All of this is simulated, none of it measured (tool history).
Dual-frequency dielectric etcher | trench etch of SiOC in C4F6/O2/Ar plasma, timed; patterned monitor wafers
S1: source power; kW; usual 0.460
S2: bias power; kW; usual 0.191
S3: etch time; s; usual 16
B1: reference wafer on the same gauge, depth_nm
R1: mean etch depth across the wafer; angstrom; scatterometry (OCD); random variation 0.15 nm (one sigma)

run	hour	S1	S2	S3	B1	R1
1	0.0	0.380	0.156	16	40.53	316.0
2	8.5	0.380	0.156	16	40.51	315.9
3	25.9	0.380	0.156	16	40.50	316.4
4	41.4	0.460	0.213	16	40.47	397.5
5	52.3	0.460	0.191	13	40.46	307.8
6	62.5	0.460	0.191	13	40.49	305.3
7	69.2	0.550	0.191	13	40.50	329.7
8	80.9	0.550	0.191	13	40.51	327.6
# hour 108.9: wet clean of the chamber
9	109.4	0.460	0.191	16	40.44	376.8
10	109.7	0.460	0.191	16	40.51	377.9
11	110.0	0.460	0.191	16	40.54	380.3
# hour 131.6: source power generator calibrated
# hour 149.6: upper electrode replaced
12	150.1	0.520	0.222	16	40.48	425.3
13	156.8	0.400	0.226	16	40.46	389.1
# hour 162.0: bias power generator calibrated
14	184.2	0.460	0.203	16	40.51	388.4
15	196.2	0.460	0.148	14	40.46	288.7
16	208.4	0.460	0.191	16	40.51	379.1
17	219.0	0.540	0.222	18	40.51	487.3
18	225.3	0.460	0.191	16	40.52	378.6

Run 19 comes next. What will it give?
# hour 229.6: gauge calibrated
19	238.4	0.380	0.210	18	?	?

B1: 40.43
R1: 412.8 angstrom
Without the tool's hidden state the same run would have given R1 412.8 angstrom.
